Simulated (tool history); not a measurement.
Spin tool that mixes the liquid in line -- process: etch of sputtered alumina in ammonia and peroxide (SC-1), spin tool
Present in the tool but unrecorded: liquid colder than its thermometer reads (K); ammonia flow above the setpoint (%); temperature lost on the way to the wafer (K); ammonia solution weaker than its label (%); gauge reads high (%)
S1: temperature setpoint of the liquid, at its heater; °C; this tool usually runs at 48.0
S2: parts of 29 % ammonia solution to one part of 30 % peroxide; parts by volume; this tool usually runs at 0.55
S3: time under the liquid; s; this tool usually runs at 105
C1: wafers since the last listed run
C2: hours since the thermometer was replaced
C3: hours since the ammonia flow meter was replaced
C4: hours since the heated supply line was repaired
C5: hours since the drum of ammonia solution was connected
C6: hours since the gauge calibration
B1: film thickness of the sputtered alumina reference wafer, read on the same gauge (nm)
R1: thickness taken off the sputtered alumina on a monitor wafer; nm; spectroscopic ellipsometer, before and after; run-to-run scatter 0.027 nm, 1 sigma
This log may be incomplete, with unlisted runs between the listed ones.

run 1 hour=0.0 | S1=48.0 S2=0.55 S3=105 | C1=0 C2=831.3 C3=1607.5 C4=2208.5 C5=19.8 C6=107.0 | B1=69.990 | R1=3.587
run 2 hour=8.6 | S1=42.0 S2=0.55 S3=70 | C1=48 C2=839.9 C3=1616.1 C4=2217.1 C5=28.4 C6=115.6 | B1=70.010 | R1=1.672
run 3 hour=21.9 | S1=42.0 S2=0.55 S3=70 | C1=74 C2=853.2 C3=1629.4 C4=2230.4 C5=41.7 C6=128.9 | B1=69.999 | R1=1.693
run 4 hour=47.2 | S1=42.0 S2=0.55 S3=70 | C1=141 C2=878.5 C3=1654.7 C4=2255.7 C5=67.0 C6=154.2 | B1=70.014 | R1=1.671
run 5 hour=59.0 | S1=40.5 S2=0.40 S3=105 | C1=66 C2=890.3 C3=1666.5 C4=2267.5 C5=78.8 C6=166.0 | B1=69.984 | R1=2.192
run 6 hour=66.9 | S1=40.5 S2=0.40 S3=105 | C1=44 C2=898.2 C3=1674.4 C4=2275.4 C5=86.7 C6=173.9 | B1=70.008 | R1=2.198
run 7 hour=77.3 | S1=40.5 S2=0.40 S3=105 | C1=58 C2=908.6 C3=1684.8 C4=2285.8 C5=97.1 C6=184.3 | B1=70.011 | R1=2.202
-- hour=88.9 heated supply line repaired
run 8 hour=95.0 | S1=43.5 S2=0.55 S3=105 | C1=93 C2=926.3 C3=1702.5 C4=6.1 C5=114.8 C6=202.0 | B1=70.021 | R1=2.710
-- hour=102.0 gauge calibrated
run 9 hour=109.5 | S1=40.0 S2=0.55 S3=90 | C1=81 C2=940.8 C3=1717.0 C4=20.6 C5=129.3 C6=7.5 | B1=70.001 | R1=1.898
run 10 hour=119.6 | S1=40.0 S2=0.55 S3=90 | C1=56 C2=950.9 C3=1727.1 C4=30.7 C5=139.4 C6=17.6 | B1=69.991 | R1=1.869
-- hour=129.3 ammonia flow meter replaced
run 11 hour=135.1 | S1=56.5 S2=0.65 S3=105 | C1=81 C2=966.4 C3=5.8 C4=46.2 C5=154.9 C6=33.1 | B1=69.999 | R1=5.655
-- hour=137.9 thermometer replaced
run 12 hour=149.2 | S1=48.0 S2=0.55 S3=105 | C1=73 C2=11.3 C3=19.9 C4=60.3 C5=169.0 C6=47.2 | B1=69.997 | R1=3.951
run 13 hour=165.6 | S1=50.5 S2=0.55 S3=140 | C1=91 C2=27.7 C3=36.3 C4=76.7 C5=185.4 C6=63.6 | B1=69.991 | R1=6.093
run 14 hour=177.1 | S1=48.0 S2=0.55 S3=105 | C1=64 C2=39.2 C3=47.8 C4=88.2 C5=196.9 C6=75.1 | B1=69.995 | R1=3.926
run 15 hour=185.7 | S1=48.0 S2=0.55 S3=85 | C1=48 C2=47.8 C3=56.4 C4=96.8 C5=205.5 C6=83.7 | B1=69.980 | R1=3.217
run 16 hour=197.8 | S1=48.0 S2=0.55 S3=105 | C1=67 C2=59.9 C3=68.5 C4=108.9 C5=217.6 C6=95.8 | B1=69.989 | R1=3.953
-- hour=205.7 new drum of ammonia solution connected
run 17 hour=206.8 | S1=38.5 S2=0.80 S3=105 | C1=44 C2=68.9 C3=77.5 C4=117.9 C5=1.1 C6=104.8 | B1=70.018 | R1=2.356
run 18 hour=222.7 | S1=48.0 S2=0.70 S3=105 | C1=89 C2=84.8 C3=93.4 C4=133.8 C5=17.0 C6=120.7 | B1=70.015 | R1=4.008
run 19 hour=261.0 | S1=42.5 S2=0.65 S3=105 | C1=214 C2=123.1 C3=131.7 C4=172.1 C5=55.3 C6=159.0 | B1=70.005 | R1=2.897
run 20 hour=267.5 | S1=48.0 S2=0.65 S3=105 | C1=36 C2=129.6 C3=138.2 C4=178.6 C5=61.8 C6=165.5 | B1=70.006 | R1=3.948

A few steps of R1 between consecutive runs. Split each: what settings, incoming material and random variation would produce without the hidden state, and what is left over for the hidden state, along with gauge scatter present in only one of the two compared results (measured, and without hidden state):
Run 10 -> 11: S1 40.0 -> 56.5, S2 0.55 -> 0.65, S3 90 -> 105, ammonia flow meter replaced. R1 +3.786 nm: hidden state -0.503, all else +4.289.
Run 11 -> 12: S1 56.5 -> 48.0, S2 0.65 -> 0.55, thermometer replaced. R1 -1.704 nm: hidden state +0.753, all else -2.457.
Run 13 -> 14: S1 50.5 -> 48.0, S3 140 -> 105. R1 -2.167 nm: hidden state +0.020, all else -2.187.
